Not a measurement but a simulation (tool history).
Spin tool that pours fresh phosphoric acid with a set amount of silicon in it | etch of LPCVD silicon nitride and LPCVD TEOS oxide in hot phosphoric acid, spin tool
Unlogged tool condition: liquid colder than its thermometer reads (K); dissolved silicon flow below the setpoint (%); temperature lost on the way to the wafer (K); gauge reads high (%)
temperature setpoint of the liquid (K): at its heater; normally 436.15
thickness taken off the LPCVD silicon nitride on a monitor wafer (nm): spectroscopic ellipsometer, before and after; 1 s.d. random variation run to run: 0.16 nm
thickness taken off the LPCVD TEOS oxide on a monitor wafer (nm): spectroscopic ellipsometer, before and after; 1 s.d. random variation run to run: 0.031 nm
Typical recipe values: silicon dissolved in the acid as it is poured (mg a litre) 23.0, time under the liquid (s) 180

run,day,temperature setpoint of the liquid (K),silicon dissolved in the acid as it is poured (mg a litre),time under the liquid (s),wafers since the last listed run,hours since the thermometer was replaced,hours since the dissolved silicon flow meter was replaced,hours since the heated supply line was repaired,hours since the gauge calibration,"read-back film thickness of the LPCVD silicon nitride reference wafer, read on the same gauge (nm)","read-back film thickness of the LPCVD TEOS oxide reference wafer, read on the same gauge (nm)",thickness taken off the LPCVD silicon nitride on a monitor wafer (nm),thickness taken off the LPCVD TEOS oxide on a monitor wafer (nm)
1,0.000,436.15,23.0,180,0,38.5,1583.9,1212.7,315.2,130.01,130.023,17.04,0.422
2,0.688,436.15,23.0,180,75,55.0,1600.4,1229.2,331.7,129.98,129.997,16.60,0.395
3,1.117,434.15,9.5,110,47,65.3,1610.7,1239.5,342.0,130.03,129.990,9.62,0.287
4,1.654,439.15,18.0,145,58,78.2,1623.6,1252.4,354.9,130.02,129.985,14.84,0.459
5,2.367,437.15,37.5,180,78,95.3,1640.7,1269.5,372.0,130.00,130.013,17.38,0.220
6,2.754,436.15,23.0,250,42,104.6,1650.0,1278.8,381.3,130.01,129.990,23.47,0.561
7,3.183,438.65,41.0,225,47,114.9,1660.3,1289.1,391.6,130.03,129.989,22.70,0.213
8,3.508,436.15,23.0,180,35,122.7,1668.1,1296.9,399.4,130.00,130.005,16.43,0.324
9,3.846,437.65,16.0,265,37,130.8,1676.2,1305.0,407.5,129.97,129.988,25.79,0.752
10,4.200,433.15,9.0,245,38,139.3,1684.7,1313.5,416.0,130.00,129.993,20.81,0.546
11,4.667,434.65,34.5,180,51,150.5,1695.9,1324.7,427.2,130.03,129.989,15.73,0.212
12,5.125,433.65,23.0,130,50,161.5,1706.9,1335.7,438.2,129.97,129.997,11.12,0.222
13,5.838,437.15,37.5,180,78,178.6,1724.0,1352.8,455.3,129.99,130.006,17.09,0.225
# day 5.971: dissolved silicon flow meter replaced
14,6.479,438.15,23.0,140,65,194.0,12.2,1368.2,470.7,130.02,129.987,13.62,0.304
# day 6.750: heated supply line repaired
# day 7.762: gauge calibrated
15,8.629,437.65,23.0,105,231,245.6,63.8,45.1,20.8,129.97,129.996,11.34,0.293
16,9.154,434.15,31.0,210,57,258.2,76.4,57.7,33.4,130.03,129.988,20.17,0.346
17,9.762,436.15,18.0,290,66,272.8,91.0,72.3,48.0,130.02,129.997,29.87,0.837
18,10.083,438.65,23.0,180,35,280.5,98.7,80.0,55.7,130.00,129.989,19.97,0.536
19,10.571,436.15,37.5,290,53,292.2,110.4,91.7,67.4,129.99,129.993,29.52,0.392
20,11.183,437.65,31.0,260,67,306.9,125.1,106.4,82.1,130.00,129.986,28.27,0.523
21,11.796,434.15,30.5,105,67,321.6,139.8,121.1,96.8,130.00,129.999,10.01,0.176
22,12.338,436.15,23.0,180,59,334.6,152.8,134.1,109.8,129.99,130.008,18.14,0.431

Alternative continuations, all from the tool just after run 22; predict every row:
A,12.358,436.15,23.0,180,2,335.1,153.3,134.6,110.3,?,?,?,?
B,12.358,433.15,31.0,130,2,335.1,153.3,134.6,110.3,?,?,?,?
C,12.358,436.15,6.0,145,2,335.1,153.3,134.6,110.3,?,?,?,?
D,12.358,437.65,23.0,180,2,335.1,153.3,134.6,110.3,?,?,?,?

run,"read-back film thickness of the LPCVD silicon nitride reference wafer, read on the same gauge (nm)","read-back film thickness of the LPCVD TEOS oxide reference wafer, read on the same gauge (nm)",thickness taken off the LPCVD silicon nitride on a monitor wafer (nm),thickness taken off the LPCVD TEOS oxide on a monitor wafer (nm)
A,130.00,129.993,18.16,0.438
B,130.00,129.993,11.86,0.190
C,130.00,129.993,14.63,0.540
D,130.00,129.993,19.08,0.489
Without the tool's hidden state the same runs would have given:
run,thickness taken off the LPCVD silicon nitride on a monitor wafer (nm),thickness taken off the LPCVD TEOS oxide on a monitor wafer (nm)
A,18.74,0.470
B,12.25,0.204
C,15.10,0.579
D,19.69,0.524

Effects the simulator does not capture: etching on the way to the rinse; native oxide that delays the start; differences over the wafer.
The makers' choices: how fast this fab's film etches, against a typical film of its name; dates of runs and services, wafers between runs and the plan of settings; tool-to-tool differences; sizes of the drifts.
